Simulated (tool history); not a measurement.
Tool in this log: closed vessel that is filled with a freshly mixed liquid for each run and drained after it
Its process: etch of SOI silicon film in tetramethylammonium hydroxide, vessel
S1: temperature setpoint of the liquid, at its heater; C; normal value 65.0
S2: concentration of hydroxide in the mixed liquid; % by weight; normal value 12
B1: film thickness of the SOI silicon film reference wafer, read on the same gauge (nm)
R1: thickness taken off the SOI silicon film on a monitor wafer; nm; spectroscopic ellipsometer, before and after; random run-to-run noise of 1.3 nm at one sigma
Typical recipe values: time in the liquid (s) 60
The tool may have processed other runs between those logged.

run 1 hour=0.0 | S1=65.0 S2=12 time_in_the_liquid_(s)=60 | B1=30.00 | R1=341.88
run 2 hour=11.4 | S1=65.0 S2=12 time_in_the_liquid_(s)=60 | B1=30.01 | R1=341.46
run 3 hour=27.2 | S1=65.0 S2=12 time_in_the_liquid_(s)=60 | B1=30.02 | R1=344.35
run 4 hour=40.4 | S1=65.0 S2=12 time_in_the_liquid_(s)=60 | B1=30.01 | R1=340.64
run 5 hour=56.2 | S1=60.0 S2=11 time_in_the_liquid_(s)=60 | B1=30.00 | R1=260.03
run 6 hour=73.0 | S1=60.0 S2=11 time_in_the_liquid_(s)=60 | B1=30.01 | R1=261.67
run 7 hour=85.2 | S1=60.0 S2=11 time_in_the_liquid_(s)=60 | B1=29.98 | R1=260.56
run 8 hour=94.8 | S1=65.0 S2=12 time_in_the_liquid_(s)=60 | B1=30.00 | R1=342.65
run 9 hour=106.3 | S1=65.0 S2=12 time_in_the_liquid_(s)=60 | B1=30.01 | R1=343.99
run 10 hour=115.5 | S1=65.0 S2=12 time_in_the_liquid_(s)=60 | B1=30.01 | R1=342.78
run 11 hour=130.5 | S1=63.0 S2=12 time_in_the_liquid_(s)=85 | B1=30.01 | R1=433.93
run 12 hour=137.6 | S1=65.0 S2=12 time_in_the_liquid_(s)=85 | B1=30.02 | R1=486.28
run 13 hour=151.1 | S1=65.0 S2=12 time_in_the_liquid_(s)=85 | B1=30.00 | R1=488.10
run 14 hour=163.5 | S1=65.0 S2=12 time_in_the_liquid_(s)=85 | B1=30.01 | R1=488.62
run 15 hour=175.6 | S1=65.0 S2=12 time_in_the_liquid_(s)=60 | B1=30.03 | R1=345.04
run 16 hour=192.7 | S1=65.0 S2=12 time_in_the_liquid_(s)=60 | B1=30.01 | R1=345.29
run 17 hour=203.5 | S1=65.0 S2=12 time_in_the_liquid_(s)=60 | B1=30.00 | R1=345.67

The next listed run, before its measurement:
run 18 hour=212.4 | S1=71.5 S2=12 time_in_the_liquid_(s)=60 | B1=? | R1=?

{"run 18": {"B1": 30.0, "R1": 505.59}}
Were there no unlogged condition in the tool, this run, its random variation unchanged, would have produced R1 440.10 nm.

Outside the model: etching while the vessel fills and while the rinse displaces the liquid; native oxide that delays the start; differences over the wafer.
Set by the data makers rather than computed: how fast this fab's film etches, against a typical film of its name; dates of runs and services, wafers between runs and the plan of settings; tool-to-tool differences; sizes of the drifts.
